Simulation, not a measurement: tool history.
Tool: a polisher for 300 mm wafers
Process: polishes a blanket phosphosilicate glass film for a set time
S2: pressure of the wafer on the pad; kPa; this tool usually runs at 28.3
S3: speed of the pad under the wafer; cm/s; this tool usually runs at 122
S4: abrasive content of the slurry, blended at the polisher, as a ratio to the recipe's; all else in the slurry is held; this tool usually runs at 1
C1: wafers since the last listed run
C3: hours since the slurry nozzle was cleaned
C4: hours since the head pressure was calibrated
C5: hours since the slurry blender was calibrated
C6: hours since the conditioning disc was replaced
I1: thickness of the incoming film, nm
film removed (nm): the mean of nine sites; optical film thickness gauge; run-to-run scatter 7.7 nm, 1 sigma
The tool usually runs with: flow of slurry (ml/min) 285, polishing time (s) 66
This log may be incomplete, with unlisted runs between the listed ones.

{"run": 1, "hour": 0.0, "flow of slurry (ml/min)": 285, "S2": 28.3, "S3": 122, "S4": 1, "polishing time (s)": 66, "C1": 0, "wafers polished on this pad": 1035, "C3": 310, "C4": 1061, "C5": 258.6, "C6": 373.8, "I1": 3138.5, "film removed (nm)": 739.3}
{"run": 2, "hour": 63.6, "flow of slurry (ml/min)": 285, "S2": 28.3, "S3": 122, "S4": 1, "polishing time (s)": 66, "C1": 736, "wafers polished on this pad": 1772, "C3": 373.6, "C4": 1124.6, "C5": 322.2, "C6": 437.4, "I1": 3151.6, "film removed (nm)": 745.4}
{"hour": 92.1, "done": "slurry blender recalibrated"}
{"hour": 95.6, "done": "conditioning disc replaced and pad reconditioned"}
{"run": 3, "hour": 110.8, "flow of slurry (ml/min)": 285, "S2": 28.3, "S3": 122, "S4": 1, "polishing time (s)": 66, "C1": 500, "wafers polished on this pad": 2273, "C3": 420.8, "C4": 1171.8, "C5": 18.7, "C6": 15.2, "I1": 3124.2, "film removed (nm)": 746.3}
{"run": 4, "hour": 165.3, "flow of slurry (ml/min)": 285, "S2": 28.3, "S3": 122, "S4": 1, "polishing time (s)": 66, "C1": 631, "wafers polished on this pad": 2904, "C3": 475.3, "C4": 1226.3, "C5": 73.2, "C6": 69.7, "I1": 3091.1, "film removed (nm)": 744.7}
{"hour": 174.5, "done": "worn pad replaced by a new one"}
{"run": 5, "hour": 257.3, "flow of slurry (ml/min)": 285, "S2": 28.3, "S3": 122, "S4": 1, "polishing time (s)": 66, "C1": 1019, "wafers polished on this pad": 959, "C3": 567.3, "C4": 1318.3, "C5": 165.2, "C6": 161.7, "I1": 3070.7, "film removed (nm)": 739.2}
{"run": 6, "hour": 362.6, "flow of slurry (ml/min)": 285, "S2": 28.3, "S3": 122, "S4": 1, "polishing time (s)": 66, "C1": 1220, "wafers polished on this pad": 2179, "C3": 672.6, "C4": 1423.6, "C5": 270.5, "C6": 267, "I1": 3128.9, "film removed (nm)": 745.1}
{"hour": 366.5, "done": "slurry nozzle cleaned"}
{"hour": 370.2, "done": "head pressure recalibrated"}
{"run": 7, "hour": 411.8, "flow of slurry (ml/min)": 285, "S2": 28.3, "S3": 122, "S4": 1, "polishing time (s)": 66, "C1": 535, "wafers polished on this pad": 2715, "C3": 45.3, "C4": 41.6, "C5": 319.7, "C6": 316.2, "I1": 3128.4, "film removed (nm)": 834.4}
{"hour": 415.7, "done": "slurry blender recalibrated"}
{"hour": 418.1, "done": "worn pad replaced by a new one"}
{"run": 8, "hour": 486.2, "flow of slurry (ml/min)": 285, "S2": 28.3, "S3": 122, "S4": 1, "polishing time (s)": 66, "C1": 810, "wafers polished on this pad": 788, "C3": 119.7, "C4": 116, "C5": 70.5, "C6": 390.6, "I1": 3075.9, "film removed (nm)": 813.4}
{"hour": 510.2, "done": "conditioning disc replaced and pad reconditioned"}
{"run": 9, "hour": 545.8, "flow of slurry (ml/min)": 285, "S2": 28.3, "S3": 122, "S4": 1, "polishing time (s)": 53, "C1": 667, "wafers polished on this pad": 1456, "C3": 179.3, "C4": 175.6, "C5": 130.1, "C6": 35.6, "I1": 3164.7, "film removed (nm)": 654.2}
{"run": 10, "hour": 633.3, "flow of slurry (ml/min)": 285, "S2": 28.3, "S3": 122, "S4": 1, "polishing time (s)": 66, "C1": 1013, "wafers polished on this pad": 2470, "C3": 266.8, "C4": 263.1, "C5": 217.6, "C6": 123.1, "I1": 3090.3, "film removed (nm)": 799.9}
{"hour": 677.7, "done": "worn pad replaced by a new one"}
{"run": 11, "hour": 682.8, "flow of slurry (ml/min)": 325, "S2": 28.3, "S3": 122, "S4": 1, "polishing time (s)": 66, "C1": 527, "wafers polished on this pad": 58, "C3": 316.3, "C4": 312.6, "C5": 267.1, "C6": 172.6, "I1": 3046.4, "film removed (nm)": 790.5}
{"hour": 773.6, "done": "slurry blender recalibrated"}
{"run": 12, "hour": 788.9, "flow of slurry (ml/min)": 345, "S2": 28.3, "S3": 96, "S4": 1, "polishing time (s)": 66, "C1": 1206, "wafers polished on this pad": 1265, "C3": 422.4, "C4": 418.7, "C5": 15.3, "C6": 278.7, "I1": 3137.1, "film removed (nm)": 669.9}
{"run": 13, "hour": 858.0, "flow of slurry (ml/min)": 215, "S2": 28.3, "S3": 154, "S4": 0.8, "polishing time (s)": 85, "C1": 800, "wafers polished on this pad": 2065, "C3": 491.5, "C4": 487.8, "C5": 84.4, "C6": 347.8, "I1": 3100.4, "film removed (nm)": 1033.1}
{"run": 14, "hour": 903.4, "flow of slurry (ml/min)": 350, "S2": 28.3, "S3": 122, "S4": 1, "polishing time (s)": 66, "C1": 526, "wafers polished on this pad": 2592, "C3": 536.9, "C4": 533.2, "C5": 129.8, "C6": 393.2, "I1": 3095.7, "film removed (nm)": 794.7}
{"hour": 920.4, "done": "worn pad replaced by a new one"}
{"hour": 921.8, "done": "conditioning disc replaced and pad reconditioned"}
{"run": 15, "hour": 962.4, "flow of slurry (ml/min)": 185, "S2": 31.7, "S3": 122, "S4": 1.15, "polishing time (s)": 88, "C1": 621, "wafers polished on this pad": 470, "C3": 595.9, "C4": 592.2, "C5": 188.8, "C6": 40.6, "I1": 3120.7, "film removed (nm)": 1196}
{"run": 16, "hour": 1070.4, "flow of slurry (ml/min)": 285, "S2": 28.3, "S3": 122, "S4": 1, "polishing time (s)": 80, "C1": 1251, "wafers polished on this pad": 1722, "C3": 703.9, "C4": 700.2, "C5": 296.8, "C6": 148.6, "I1": 3096.9, "film removed (nm)": 923}
{"hour": 1123.7, "done": "slurry nozzle cleaned"}
{"hour": 1130.2, "done": "slurry blender recalibrated"}
{"run": 17, "hour": 1161.9, "flow of slurry (ml/min)": 215, "S2": 28.3, "S3": 154, "S4": 0.8, "polishing time (s)": 85, "C1": 1025, "wafers polished on this pad": 2747, "C3": 38.2, "C4": 791.7, "C5": 31.7, "C6": 240.1, "I1": 3082.1, "film removed (nm)": 996.5}

Each row is a separate what-if for the run after 17, all from the same tool condition, not one after another. Results?
{"run": "A", "hour": 1162.3, "flow of slurry (ml/min)": 285, "S2": 28.3, "S3": 122, "S4": 1.1, "polishing time (s)": 66, "C1": 4, "wafers polished on this pad": 2752, "C3": 38.6, "C4": 792.1, "C5": 32.1, "C6": 240.5, "I1": 3099.8, "film removed (nm)": "?"}
{"run": "B", "hour": 1162.3, "flow of slurry (ml/min)": 285, "S2": 28.3, "S3": 122, "S4": 1, "polishing time (s)": 81, "C1": 4, "wafers polished on this pad": 2752, "C3": 38.6, "C4": 792.1, "C5": 32.1, "C6": 240.5, "I1": 3099.8, "film removed (nm)": "?"}
{"run": "C", "hour": 1162.3, "flow of slurry (ml/min)": 285, "S2": 36.5, "S3": 122, "S4": 1.25, "polishing time (s)": 66, "C1": 4, "wafers polished on this pad": 2752, "C3": 38.6, "C4": 792.1, "C5": 32.1, "C6": 240.5, "I1": 3099.8, "film removed (nm)": "?"}
{"run": "D", "hour": 1162.3, "flow of slurry (ml/min)": 285, "S2": 28.3, "S3": 80, "S4": 1, "polishing time (s)": 66, "C1": 4, "wafers polished on this pad": 2752, "C3": 38.6, "C4": 792.1, "C5": 32.1, "C6": 240.5, "I1": 3099.8, "film removed (nm)": "?"}
{"run": "E", "hour": 1162.3, "flow of slurry (ml/min)": 255, "S2": 28.3, "S3": 154, "S4": 1, "polishing time (s)": 57, "C1": 4, "wafers polished on this pad": 2752, "C3": 38.6, "C4": 792.1, "C5": 32.1, "C6": 240.5, "I1": 3099.8, "film removed (nm)": "?"}

run=A film_removed_(nm)=795.9
run=B film_removed_(nm)=932.5
run=C film_removed_(nm)=1089.5
run=D film_removed_(nm)=573.6
run=E film_removed_(nm)=766.2
Stripped of hidden state, with their random variation kept, the same runs would have yielded:
run=A film_removed_(nm)=878.2
run=B film_removed_(nm)=1029
run=C film_removed_(nm)=1202.3
run=D film_removed_(nm)=633
run=E film_removed_(nm)=845.5
